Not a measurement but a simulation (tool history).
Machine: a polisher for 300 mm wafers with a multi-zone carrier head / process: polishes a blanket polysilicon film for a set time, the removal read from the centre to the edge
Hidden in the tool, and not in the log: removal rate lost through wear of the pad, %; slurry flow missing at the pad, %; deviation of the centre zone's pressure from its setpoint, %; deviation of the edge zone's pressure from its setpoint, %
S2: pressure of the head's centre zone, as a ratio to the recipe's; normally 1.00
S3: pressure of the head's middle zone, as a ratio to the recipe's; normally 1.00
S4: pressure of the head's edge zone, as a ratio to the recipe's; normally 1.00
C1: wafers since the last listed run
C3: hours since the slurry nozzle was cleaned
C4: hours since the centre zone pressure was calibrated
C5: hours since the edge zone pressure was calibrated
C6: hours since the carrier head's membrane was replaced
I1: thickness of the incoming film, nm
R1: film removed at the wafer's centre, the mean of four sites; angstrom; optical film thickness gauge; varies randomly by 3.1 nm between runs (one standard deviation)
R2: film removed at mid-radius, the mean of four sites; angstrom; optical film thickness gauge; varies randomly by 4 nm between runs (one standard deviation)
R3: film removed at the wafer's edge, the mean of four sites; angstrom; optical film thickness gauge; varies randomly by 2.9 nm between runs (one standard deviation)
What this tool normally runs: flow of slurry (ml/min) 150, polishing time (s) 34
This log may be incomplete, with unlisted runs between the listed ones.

Run 1, hour 0.0: usual settings; C1 0; wafers polished on this pad 1095; C3 665.2; C4 1120.4; C5 124.5; C6 445.4; I1 1137.8. Result: R1 4650 angstrom, R2 3988 angstrom, R3 3933 angstrom.
Run 2, hour 9.8: usual settings; C1 77; wafers polished on this pad 1173; C3 675.0; C4 1130.2; C5 134.3; C6 455.2; I1 1159.1. Result: R1 4576 angstrom, R2 3952 angstrom, R3 3901 angstrom.
At hour 15.1: worn pad replaced by a new one.
Run 3, hour 24.2: usual settings; C1 82; wafers polished on this pad 72; C3 689.4; C4 1144.6; C5 148.7; C6 469.6; I1 1123.1. Result: R1 5061 angstrom, R2 4377 angstrom, R3 4312 angstrom.
Run 4, hour 30.5: usual settings; C1 49; wafers polished on this pad 122; C3 695.7; C4 1150.9; C5 155.0; C6 475.9; I1 1145.7. Result: R1 5031 angstrom, R2 4340 angstrom, R3 4316 angstrom.
Run 5, hour 37.4: usual settings; C1 54; wafers polished on this pad 176; C3 702.6; C4 1157.8; C5 161.9; C6 482.8; I1 1150.1. Result: R1 5077 angstrom, R2 4298 angstrom, R3 4281 angstrom.
Run 6, hour 46.9: usual settings; C1 75; wafers polished on this pad 252; C3 712.1; C4 1167.3; C5 171.4; C6 492.3; I1 1139.6. Result: R1 5036 angstrom, R2 4332 angstrom, R3 4269 angstrom.
Run 7, hour 54.0: usual settings but polishing time (s) 28; C1 56; wafers polished on this pad 308; C3 719.2; C4 1174.4; C5 178.5; C6 499.4; I1 1119.3. Result: R1 4152 angstrom, R2 3559 angstrom, R3 3516 angstrom.
Run 8, hour 61.6: usual settings but polishing time (s) 28; C1 60; wafers polished on this pad 368; C3 726.8; C4 1182.0; C5 186.1; C6 507.0; I1 1142.2. Result: R1 4152 angstrom, R2 3521 angstrom, R3 3497 angstrom.
Run 9, hour 74.0: usual settings; C1 98; wafers polished on this pad 466; C3 739.2; C4 1194.4; C5 198.5; C6 519.4; I1 1151.0. Result: R1 4946 angstrom, R2 4261 angstrom, R3 4267 angstrom.
At hour 83.3: slurry nozzle cleaned.
At hour 87.7: carrier head's membrane replaced by a new one.
Run 10, hour 88.7: usual settings but flow of slurry (ml/min) 195, S3 1.10; C1 73; wafers polished on this pad 540; C3 5.4; C4 1209.1; C5 213.2; C6 1.0; I1 1147.5. Result: R1 5193 angstrom, R2 4704 angstrom, R3 4287 angstrom.
Run 11, hour 103.6: usual settings; C1 118; wafers polished on this pad 658; C3 20.3; C4 1224.0; C5 228.1; C6 15.9; I1 1135.0. Result: R1 4935 angstrom, R2 4192 angstrom, R3 4155 angstrom.
At hour 116.9: centre zone pressure recalibrated.
Run 12, hour 117.4: usual settings but S2 1.10, S3 0.92, S4 0.97; C1 93; wafers polished on this pad 752; C3 34.1; C4 0.5; C5 241.9; C6 29.7; I1 1143.9. Result: R1 4624 angstrom, R2 3908 angstrom, R3 4016 angstrom.
Run 13, hour 128.4: usual settings but flow of slurry (ml/min) 135, S2 1.04, polishing time (s) 24; C1 87; wafers polished on this pad 839; C3 45.1; C4 11.5; C5 252.9; C6 40.7; I1 1120.2. Result: R1 2965 angstrom, R2 2825 angstrom, R3 2805 angstrom.
Run 14, hour 143.9: usual settings; C1 122; wafers polished on this pad 962; C3 60.6; C4 27.0; C5 268.4; C6 56.2; I1 1152.9. Result: R1 4057 angstrom, R2 4021 angstrom, R3 3959 angstrom.
At hour 154.9: edge zone pressure recalibrated.
Run 15, hour 157.4: usual settings but S2 1.07; C1 91; wafers polished on this pad 1053; C3 74.1; C4 40.5; C5 2.5; C6 69.7; I1 1140.1. Result: R1 4310 angstrom, R2 3887 angstrom, R3 3907 angstrom.
At hour 169.7: worn pad replaced by a new one.
Run 16, hour 170.8: usual settings but S3 1.07, S4 1.10, polishing time (s) 42; C1 74; wafers polished on this pad 8; C3 87.5; C4 53.9; C5 15.9; C6 83.1; I1 1146.3. Result: R1 5595 angstrom, R2 5759 angstrom, R3 5635 angstrom.
Run 17, hour 187.7: usual settings but S2 0.95, S3 0.97, S4 0.91; C1 133; wafers polished on this pad 142; C3 104.4; C4 70.8; C5 32.8; C6 100.0; I1 1157.2. Result: R1 4271 angstrom, R2 4316 angstrom, R3 4155 angstrom.
Run 18, hour 202.9: usual settings but flow of slurry (ml/min) 170, S2 0.96, S4 0.94, polishing time (s) 28; C1 120; wafers polished on this pad 262; C3 119.6; C4 86.0; C5 48.0; C6 115.2; I1 1152.2. Result: R1 3616 angstrom, R2 3743 angstrom, R3 3553 angstrom.
Run 19, hour 214.7: usual settings; C1 93; wafers polished on this pad 356; C3 131.4; C4 97.8; C5 59.8; C6 127.0; I1 1130.8. Result: R1 4491 angstrom, R2 4339 angstrom, R3 4383 angstrom.
Run 20, hour 223.5: usual settings; C1 69; wafers polished on this pad 426; C3 140.2; C4 106.6; C5 68.6; C6 135.8; I1 1128.8. Result: R1 4497 angstrom, R2 4377 angstrom, R3 4375 angstrom.
Run 21, hour 237.6: usual settings but S3 1.05, polishing time (s) 24; C1 111; wafers polished on this pad 537; C3 154.3; C4 120.7; C5 82.7; C6 149.9; I1 1153.7. Result: R1 3182 angstrom, R2 3164 angstrom, R3 3022 angstrom.

Here are 5 independent what-if runs from the current tool condition. What would each one return?
Run A, hour 238.0: usual settings; C1 3; wafers polished on this pad 541; C3 154.7; C4 121.1; C5 83.1; C6 150.3; I1 1128.8. Result: R1 ?, R2 ?, R3 ?.
Run B, hour 238.0: usual settings but flow of slurry (ml/min) 115, S3 1.05; C1 3; wafers polished on this pad 541; C3 154.7; C4 121.1; C5 83.1; C6 150.3; I1 1128.8. Result: R1 ?, R2 ?, R3 ?.
Run C, hour 238.0: usual settings but polishing time (s) 44; C1 3; wafers polished on this pad 541; C3 154.7; C4 121.1; C5 83.1; C6 150.3; I1 1128.8. Result: R1 ?, R2 ?, R3 ?.
Run D, hour 238.0: usual settings but S3 0.89, S4 0.88; C1 3; wafers polished on this pad 541; C3 154.7; C4 121.1; C5 83.1; C6 150.3; I1 1128.8. Result: R1 ?, R2 ?, R3 ?.
Run E, hour 238.0: usual settings but S2 1.04, S3 0.89, polishing time (s) 26; C1 3; wafers polished on this pad 541; C3 154.7; C4 121.1; C5 83.1; C6 150.3; I1 1128.8. Result: R1 ?, R2 ?, R3 ?.

run    R1    R2    R3
  A  4516  4355  4245
  B  4296  4344  4112
  C  5844  5636  5493
  D  4512  3952  4030
  E  3589  3021  3251
Take away the tool's hidden state, keep each run's random variation, and the runs would have read:
run    R1    R2    R3
  A  4494  4469  4354
  B  4275  4457  4218
  C  5816  5783  5635
  D  4490  4054  4134
  E  3572  3099  3335

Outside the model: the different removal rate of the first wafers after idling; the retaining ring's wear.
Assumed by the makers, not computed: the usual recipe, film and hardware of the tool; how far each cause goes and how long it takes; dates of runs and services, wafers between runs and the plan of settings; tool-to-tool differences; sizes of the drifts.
